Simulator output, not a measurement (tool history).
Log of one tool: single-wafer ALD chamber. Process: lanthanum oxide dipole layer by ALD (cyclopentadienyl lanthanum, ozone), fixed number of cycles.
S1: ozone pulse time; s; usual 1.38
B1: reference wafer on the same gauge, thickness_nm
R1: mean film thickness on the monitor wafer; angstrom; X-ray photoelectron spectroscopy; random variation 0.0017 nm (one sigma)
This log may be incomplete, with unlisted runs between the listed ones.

run 1 hour=0.0 | S1=1.38 | B1=0.521 | R1=5.46
run 2 hour=17.5 | S1=1.38 | B1=0.521 | R1=5.43
run 3 hour=32.4 | S1=1.38 | B1=0.521 | R1=5.47
run 4 hour=47.2 | S1=1.50 | B1=0.521 | R1=5.57
run 5 hour=76.0 | S1=1.38 | B1=0.521 | R1=5.44
run 6 hour=103.5 | S1=1.38 | B1=0.521 | R1=5.47
run 7 hour=123.2 | S1=1.38 | B1=0.521 | R1=5.50
run 8 hour=153.7 | S1=1.54 | B1=0.521 | R1=5.58
run 9 hour=171.9 | S1=1.54 | B1=0.521 | R1=5.57
-- hour=177.9 gauge calibrated
run 10 hour=189.6 | S1=1.54 | B1=0.521 | R1=5.56
run 11 hour=213.3 | S1=1.69 | B1=0.521 | R1=5.63
run 12 hour=227.2 | S1=1.62 | B1=0.521 | R1=5.60
run 13 hour=240.6 | S1=1.38 | B1=0.521 | R1=5.45
-- hour=269.0 showerhead replaced
run 14 hour=275.1 | S1=1.38 | B1=0.521 | R1=5.47
run 15 hour=302.4 | S1=1.76 | B1=0.521 | R1=5.69
-- hour=340.9 ozone generator serviced
run 16 hour=341.4 | S1=1.38 | B1=0.521 | R1=5.47
run 17 hour=358.5 | S1=0.86 | B1=0.521 | R1=4.62
-- hour=371.2 thermocouple changed; heater temperature recalibrated
run 18 hour=391.5 | S1=1.81 | B1=0.521 | R1=5.70
run 19 hour=420.4 | S1=1.24 | B1=0.521 | R1=5.34
run 20 hour=447.5 | S1=1.71 | B1=0.521 | R1=5.61
run 21 hour=475.1 | S1=1.86 | B1=0.521 | R1=5.70
run 22 hour=503.7 | S1=1.38 | B1=0.521 | R1=5.45
run 23 hour=530.6 | S1=1.38 | B1=0.521 | R1=5.47

3 ways to go on from here, each from the tool as it stands after run 23. What would each give?
run A hour=531.0 | S1=1.60 | B1=? | R1=?
run B hour=531.0 | S1=0.84 | B1=? | R1=?
run C hour=531.0 | S1=1.63 | B1=? | R1=?

run=A B1=0.521 R1=5.59
run=B B1=0.521 R1=4.56
run=C B1=0.521 R1=5.60
Stripped of hidden state, with their random variation kept, the same runs would have yielded:
run=A R1=5.59
run=B R1=4.56
run=C R1=5.60
